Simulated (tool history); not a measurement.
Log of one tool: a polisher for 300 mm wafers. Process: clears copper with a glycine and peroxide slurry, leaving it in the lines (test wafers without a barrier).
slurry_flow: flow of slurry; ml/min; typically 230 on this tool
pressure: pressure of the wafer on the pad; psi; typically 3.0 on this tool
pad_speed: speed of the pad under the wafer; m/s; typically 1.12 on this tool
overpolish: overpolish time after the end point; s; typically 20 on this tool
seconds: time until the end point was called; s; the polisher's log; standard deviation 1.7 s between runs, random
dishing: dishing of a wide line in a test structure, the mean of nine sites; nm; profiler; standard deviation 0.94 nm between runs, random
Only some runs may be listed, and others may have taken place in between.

| run | hour | slurry_flow | pressure | pad_speed | overpolish | wafers since the last listed run | wafers polished on this pad | hours since the slurry nozzle was cleaned | hours since the head pressure was calibrated | incoming thickness of the incoming film, nm | seconds | dishing |
|---|---|---|---|---|---|---|---|---|---|---|---|---|
| 1 | 0.0 | 230 | 3.0 | 1.26 | 20 | 0 | 140 | 188.6 | 247.4 | 660.6 | 96.1 | 76.2 |
| 2 | 54.7 | 230 | 3.0 | 1.26 | 20 | 477 | 618 | 243.3 | 302.1 | 659.0 | 95.9 | 76.1 |
| 3 | 112.9 | 230 | 3.0 | 1.26 | 20 | 508 | 1126 | 301.5 | 360.3 | 673.3 | 100.7 | 75.5 |
|  | 116.7 | head pressure recalibrated |
|  | 279.7 | worn pad replaced by a new one |
| 4 | 327.9 | 230 | 3.0 | 1.12 | 23 | 1824 | 420 | 516.5 | 211.2 | 655.4 | 108.4 | 76.1 |
| 5 | 352.7 | 230 | 3.0 | 1.12 | 23 | 216 | 637 | 541.3 | 236.0 | 669.6 | 112.3 | 77.0 |
|  | 478.7 | slurry nozzle cleaned |
|  | 479.7 | head pressure recalibrated |
| 6 | 537.4 | 230 | 3.0 | 1.12 | 20 | 1595 | 2232 | 58.7 | 57.7 | 655.3 | 105.8 | 72.2 |
|  | 593.8 | worn pad replaced by a new one |
| 7 | 594.2 | 230 | 3.0 | 1.12 | 20 | 460 | 3 | 115.5 | 114.5 | 665.9 | 106.1 | 70.5 |
| 8 | 630.2 | 230 | 3.0 | 1.12 | 20 | 314 | 318 | 151.5 | 150.5 | 648.6 | 102.0 | 71.4 |
| 9 | 675.3 | 230 | 3.0 | 1.12 | 20 | 393 | 711 | 196.6 | 195.6 | 659.3 | 102.6 | 71.5 |
| 10 | 712.7 | 230 | 2.7 | 1.12 | 20 | 326 | 1038 | 234.0 | 233.0 | 661.7 | 117.7 | 68.1 |
| 11 | 765.4 | 230 | 2.7 | 1.12 | 20 | 460 | 1498 | 286.7 | 285.7 | 663.7 | 115.2 | 66.5 |

Run 12 comes next. What will it give?
|  | 818.2 | head pressure recalibrated |
| 12 | 821.5 | 255 | 3.0 | 0.96 | 16 | 472 | 1970 | 342.8 | 3.3 | 664.5 | ? | ? |

seconds: 119.4 s
dishing: 55.1 nm
Take away the tool's hidden state, keep the run-to-run variation as it was, and the same run would have given seconds 116.5 s, dishing 56.1 nm.
